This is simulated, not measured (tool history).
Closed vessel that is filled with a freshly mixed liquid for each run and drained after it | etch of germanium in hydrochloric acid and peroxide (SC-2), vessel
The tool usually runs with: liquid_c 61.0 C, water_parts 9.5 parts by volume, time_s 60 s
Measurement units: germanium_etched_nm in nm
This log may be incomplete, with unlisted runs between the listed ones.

run     day  liquid_c  water_parts  time_s  wafers since the last listed run  hours since the thermometer was replaced  hours since the chemicals flow meter was replaced  hours since the drum of peroxide was connected  hours since the gauge calibration  read-back film thickness of the germanium reference wafer, read on the same gauge (nm)  germanium_etched_nm
  1   0.000      58.0          9.5      60                                 0                                     665.9                                             1341.0                                          1148.9                                1.9                                                                                   40.01               134.83
  2   2.004      61.0          9.5      60                              7007                                     714.0                                             1389.1                                          1197.0                               50.0                                                                                   40.01               147.31
  3   3.321      61.0          9.5      60                              4603                                     745.6                                             1420.7                                          1228.6                               81.6                                                                                   39.98               147.34
  4   8.292      61.0          9.5      80                             17379                                     864.9                                             1540.0                                          1347.9                              200.9                                                                                   40.00               195.83
  5  10.188      57.0          9.5      60                              6628                                     910.4                                             1585.5                                          1393.4                              246.4                                                                                   40.00               130.41
  6  12.496      61.0          9.5      60                              8070                                     965.8                                             1640.9                                          1448.8                              301.8                                                                                   39.99               147.08
     14.346  -- new drum of peroxide connected
  7  14.542      61.0          9.5      60                              7007                                    1014.9                                             1690.0                                             4.7                              350.9                                                                                   40.01               146.34
  8  16.038      61.0          9.5      60                              5229                                    1050.8                                             1725.9                                            40.6                              386.8                                                                                   40.01               147.06
     16.992  -- chemicals flow meter replaced
     17.696  -- thermometer replaced
  9  18.100      61.0          9.5      85                              6919                                       9.7                                               26.6                                            90.1                              436.3                                                                                   40.01               211.21
 10  20.167      61.0          9.5      60                              7225                                      59.3                                               76.2                                           139.7                              485.9                                                                                   39.99               149.12
 11  22.233      65.5          9.5      60                              7225                                     108.9                                              125.8                                           189.3                              535.5                                                                                   39.99               169.02
 12  23.492      51.0          9.5      60                              4399                                     139.1                                              156.0                                           219.5                              565.7                                                                                   39.99               109.91
 13  25.142      61.0         14.0      60                              5768                                     178.7                                              195.6                                           259.1                              605.3                                                                                   40.01               141.00
     26.104  -- gauge calibrated
 14  26.767      67.5          9.5      50                              5681                                     217.7                                              234.6                                           298.1                               15.9                                                                                   40.02               149.30
 15  28.283      56.5          8.0      90                              5302                                     254.1                                              271.0                                           334.5                               52.3                                                                                   40.01               196.93
 16  30.375      61.0         11.0      95                              7313                                     304.3                                              321.2                                           384.7                              102.5                                                                                   39.98               230.73
 17  32.779      61.0          9.5      60                              8405                                     362.0                                              378.9                                           442.4                              160.2                                                                                   39.98               148.36

Each row is a separate what-if for the run after 17, all from the same tool condition, not one after another. Results?
  A  32.808      68.5          9.5      60                               101                                     362.7                                              379.6                                           443.1                              160.9                                                                                       ?                    ?
  B  32.808      52.0         11.0      40                               101                                     362.7                                              379.6                                           443.1                              160.9                                                                                       ?                    ?
  C  32.808      61.0          7.5      60                               101                                     362.7                                              379.6                                           443.1                              160.9                                                                                       ?                    ?
  D  32.808      55.5          5.5      60                               101                                     362.7                                              379.6                                           443.1                              160.9                                                                                       ?                    ?

run  read-back film thickness of the germanium reference wafer, read on the same gauge (nm)  germanium_etched_nm
  A                                                                                   39.99               183.01
  B                                                                                   39.99                73.92
  C                                                                                   39.99               150.77
  D                                                                                   39.99               129.76
With the hidden condition removed and each run's random variation left untouched, the same runs would have given:
run  germanium_etched_nm
  A               184.49
  B                74.58
  C               152.07
  D               130.93
